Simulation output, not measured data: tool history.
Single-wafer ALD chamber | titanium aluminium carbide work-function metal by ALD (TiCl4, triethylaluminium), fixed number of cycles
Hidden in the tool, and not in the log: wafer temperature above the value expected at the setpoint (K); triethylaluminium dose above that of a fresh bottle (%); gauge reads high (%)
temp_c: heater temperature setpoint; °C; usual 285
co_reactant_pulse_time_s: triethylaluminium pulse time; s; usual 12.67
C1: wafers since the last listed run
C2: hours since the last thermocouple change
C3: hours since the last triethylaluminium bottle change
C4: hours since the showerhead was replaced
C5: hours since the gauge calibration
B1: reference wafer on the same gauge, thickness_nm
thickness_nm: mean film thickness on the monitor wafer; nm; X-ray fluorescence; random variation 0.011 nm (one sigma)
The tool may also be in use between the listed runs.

Run 1, day 0: usual settings; C1 0; C2 2047.4; C3 517.6; C4 3466; C5 66.6; B1 2.011. Result: thickness_nm 1.979 nm.
Run 2, day 1.592: usual settings; C1 391; C2 2085.6; C3 555.8; C4 3504.2; C5 104.8; B1 2.009. Result: thickness_nm 2.006 nm.
Run 3, day 4.375: usual settings but co_reactant_pulse_time_s 10.95 s; C1 684; C2 2152.4; C3 622.6; C4 3571; C5 171.6; B1 2.008. Result: thickness_nm 1.937 nm.
Run 4, day 7.312: usual settings but co_reactant_pulse_time_s 9.9 s; C1 722; C2 2222.9; C3 693.1; C4 3641.5; C5 242.1; B1 2.008. Result: thickness_nm 1.936 nm.
Run 5, day 9.942: usual settings; C1 646; C2 2286; C3 756.2; C4 3704.6; C5 305.2; B1 2.011. Result: thickness_nm 1.985 nm.
Run 6, day 12.325: usual settings; C1 586; C2 2343.2; C3 813.4; C4 3761.8; C5 362.4; B1 2.009. Result: thickness_nm 1.989 nm.
At day 13.267: thermocouple changed; heater temperature recalibrated.
Run 7, day 14.967: usual settings; C1 567; C2 40.8; C3 876.8; C4 3825.2; C5 425.8; B1 2.009. Result: thickness_nm 1.965 nm.
Run 8, day 16.279: usual settings; C1 322; C2 72.3; C3 908.3; C4 3856.7; C5 457.3; B1 2.009. Result: thickness_nm 1.989 nm.
Run 9, day 18.121: usual settings; C1 453; C2 116.5; C3 952.5; C4 3900.9; C5 501.5; B1 2.011. Result: thickness_nm 1.988 nm.
Run 10, day 20.004: usual settings; C1 463; C2 161.7; C3 997.7; C4 3946.1; C5 546.7; B1 2.01. Result: thickness_nm 1.973 nm.
At day 22.279: showerhead replaced.
Run 11, day 22.3: usual settings but temp_c 299 °C; C1 482; C2 216.8; C3 1052.8; C4 0.5; C5 601.8; B1 2.011. Result: thickness_nm 2.075 nm.
Run 12, day 24.562: usual settings but temp_c 299 °C; C1 556; C2 271.1; C3 1107.1; C4 54.8; C5 656.1; B1 2.01. Result: thickness_nm 2.104 nm.
At day 24.996: triethylaluminium bottle replaced.
Run 13, day 26.246: usual settings but temp_c 277 °C, co_reactant_pulse_time_s 17.65 s; C1 332; C2 311.5; C3 30; C4 95.2; C5 696.5; B1 2.009. Result: thickness_nm 1.941 nm.
Run 14, day 27.696: usual settings; C1 356; C2 346.3; C3 64.8; C4 130; C5 731.3; B1 2.01. Result: thickness_nm 1.904 nm.
Run 15, day 29.942: usual settings but temp_c 277 °C, co_reactant_pulse_time_s 13.95 s; C1 552; C2 400.2; C3 118.7; C4 183.9; C5 785.2; B1 2.01. Result: thickness_nm 1.862 nm.
At day 31.658: gauge calibrated.
Run 16, day 31.812: usual settings; C1 460; C2 445.1; C3 163.6; C4 228.8; C5 3.7; B1 2.009. Result: thickness_nm 1.895 nm.
Run 17, day 32.933: usual settings but temp_c 290 °C, co_reactant_pulse_time_s 14.5 s; C1 275; C2 472; C3 190.5; C4 255.7; C5 30.6; B1 2.01. Result: thickness_nm 1.961 nm.
At day 33.604: triethylaluminium bottle replaced, repeated, since the last time left the tool worse.
Run 18, day 35.654: usual settings but temp_c 276 °C, co_reactant_pulse_time_s 17.06 s; C1 587; C2 537.3; C3 49.2; C4 321; C5 95.9; B1 2.011. Result: thickness_nm 1.961 nm.
Run 19, day 37.425: usual settings but temp_c 270 °C, co_reactant_pulse_time_s 15.78 s; C1 435; C2 579.8; C3 91.7; C4 363.5; C5 138.4; B1 2.012. Result: thickness_nm 1.895 nm.
Run 20, day 39.671: usual settings but temp_c 281 °C, co_reactant_pulse_time_s 10.51 s; C1 552; C2 633.7; C3 145.6; C4 417.4; C5 192.3; B1 2.009. Result: thickness_nm 1.947 nm.

Measured less the same run without the tool's hidden state. The same run-to-run variation is in both; the gauge's scatter may not be:
run  thickness_nm
  1        -0.026
  2        -0.027
  3        -0.041
  4        -0.054
  5        -0.032
  6        -0.033
  7        -0.034
  8        -0.034
  9        -0.035
 10        -0.035
 11        -0.038
 12        -0.039
 13        -0.038
 14        -0.101
 15        -0.088
 16        -0.123
 17        -0.097
 18        -0.002
 19        -0.004
 20        -0.018
